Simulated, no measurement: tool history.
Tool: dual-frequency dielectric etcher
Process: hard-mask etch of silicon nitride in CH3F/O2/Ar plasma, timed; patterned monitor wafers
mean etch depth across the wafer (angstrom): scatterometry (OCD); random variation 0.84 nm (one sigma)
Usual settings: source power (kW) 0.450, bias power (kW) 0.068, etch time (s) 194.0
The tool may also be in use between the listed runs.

run	hour	source power (kW)	bias power (kW)	etch time (s)	read-back reference wafer on the same gauge, depth_nm	mean etch depth across the wafer (angstrom)
1	0.0	0.480	0.055	194.0	142.6	1388
2	20.0	0.480	0.055	194.0	143.0	1381
3	42.1	0.450	0.068	194.0	143.0	1375
4	64.1	0.450	0.068	194.0	143.2	1387
5	99.4	0.450	0.068	194.0	142.8	1394
6	206.1	0.450	0.068	194.0	143.5	1371
7	229.8	0.450	0.068	194.0	143.5	1360
8	287.9	0.450	0.068	194.0	142.6	1353
# hour 297.0: source power generator calibrated
9	322.5	0.450	0.068	194.0	143.2	1337
10	348.6	0.520	0.068	152.5	142.9	1142
# hour 400.7: wet clean of the chamber
11	401.2	0.400	0.084	210.5	142.9	1544
# hour 427.9: upper electrode replaced
12	428.4	0.450	0.068	159.5	143.3	1159
13	467.5	0.450	0.068	194.0	143.1	1414
14	491.2	0.450	0.083	194.0	143.0	1466
# hour 517.6: bias power generator calibrated
15	518.1	0.450	0.068	194.0	143.2	1393
# hour 534.6: gauge calibrated
16	551.5	0.530	0.059	194.0	143.2	1474
17	584.1	0.340	0.052	175.5	142.7	1043
18	611.4	0.380	0.059	221.5	142.8	1415
19	645.4	0.450	0.068	194.0	143.0	1384

The next listed run, before its measurement:
20	665.2	0.360	0.062	149.0	?	?

read-back reference wafer on the same gauge, depth_nm: 142.7
mean etch depth across the wafer (angstrom): 926
Without the tool's hidden state the same run would have given mean etch depth across the wafer (angstrom) 953.

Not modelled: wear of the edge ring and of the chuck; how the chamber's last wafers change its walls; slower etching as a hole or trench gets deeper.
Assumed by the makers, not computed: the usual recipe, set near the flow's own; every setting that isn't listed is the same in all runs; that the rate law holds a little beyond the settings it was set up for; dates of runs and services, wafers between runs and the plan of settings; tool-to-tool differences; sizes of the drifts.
